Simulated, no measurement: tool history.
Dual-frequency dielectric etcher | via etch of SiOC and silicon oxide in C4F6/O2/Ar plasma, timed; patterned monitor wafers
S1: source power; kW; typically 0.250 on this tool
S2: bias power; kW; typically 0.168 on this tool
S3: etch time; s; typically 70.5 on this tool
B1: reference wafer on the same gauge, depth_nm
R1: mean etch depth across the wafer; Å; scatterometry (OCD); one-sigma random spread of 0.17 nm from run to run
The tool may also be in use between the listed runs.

run,hour,S1,S2,S3,B1,R1
1,0.0,0.250,0.168,70.5,73,634
2,84.4,0.220,0.168,60.5,73,524
3,143.3,0.250,0.168,70.5,73,635
4,245.8,0.270,0.168,70.5,73,648
5,342.5,0.270,0.168,70.5,73,646
6,394.6,0.270,0.168,70.5,73,650
7,446.5,0.250,0.179,70.5,73,649
8,545.7,0.250,0.179,70.5,73,648
9,622.5,0.250,0.199,70.5,73,673
10,661.9,0.250,0.199,70.5,73,672
11,764.8,0.250,0.199,70.5,73,670
12,802.8,0.250,0.168,70.5,73,636
13,856.8,0.250,0.168,70.5,73,637
14,1171.0,0.200,0.168,70.5,73,609
15,1236.6,0.250,0.152,70.5,73,627
16,1285.3,0.220,0.152,88.0,73,752
17,1367.9,0.250,0.197,70.5,73,682
18,1422.6,0.200,0.149,50.5,73,420
19,1498.0,0.220,0.150,91.0,73,776
20,1550.4,0.250,0.145,70.5,73,613
21,1605.7,0.250,0.197,70.5,73,675
22,1682.9,0.200,0.168,59.0,73,504
23,1743.3,0.250,0.168,51.0,73,463
24,1828.1,0.250,0.168,70.5,73,639
25,1900.4,0.220,0.168,91.5,73,800
26,1967.0,0.210,0.185,61.0,73,545
27,2046.5,0.250,0.168,70.5,73,641
28,2117.5,0.250,0.168,70.5,73,642
29,2180.0,0.250,0.168,70.5,73,642

The log once held 7 entries between its listed runs, left out of this copy. Where does each go, and what is different about the tool's unlogged condition between the listed run before it and the listed run after it?
Runs 7 to 8: wet clean of the chamber (hour 545.2)
  source power that arrives over what is set, %: 2.13 -> 2.37; bias power that arrives over what is set, %: -4.72 -> -4.75
  difference, measured minus the result without the unlogged condition, R1: -7 -> -6 Å
Runs 13 to 14: gauge calibrated (hour 945.1); bias power generator calibrated (hour 1078.1); wet clean of the chamber (hour 1140.8)
  source power that arrives over what is set, %: 3.14 -> 3.91; bias power that arrives over what is set, %: -4.83 -> 0.0262
  difference, measured minus the result without the unlogged condition, R1: -5 -> +6 Å
Runs 18 to 19: upper electrode replaced (hour 1497.5)
  source power that arrives over what is set, %: 4.53 -> 4.72; bias power that arrives over what is set, %: -0.904 -> -1.15
  difference, measured minus the result without the unlogged condition, R1: +4 -> +7 Å
Runs 20 to 21: source power generator calibrated (hour 1572.9)
  source power that arrives over what is set, %: 4.85 -> 1.05; bias power that arrives over what is set, %: -1.31 -> -1.47
  difference, measured minus the result without the unlogged condition, R1: +5 -> -2 Å
Runs 22 to 23: wet clean of the chamber (hour 1730.8)
  source power that arrives over what is set, %: 1.24 -> 1.39; bias power that arrives over what is set, %: -1.68 -> -1.84
  difference, measured minus the result without the unlogged condition, R1: -1 -> -1 Å
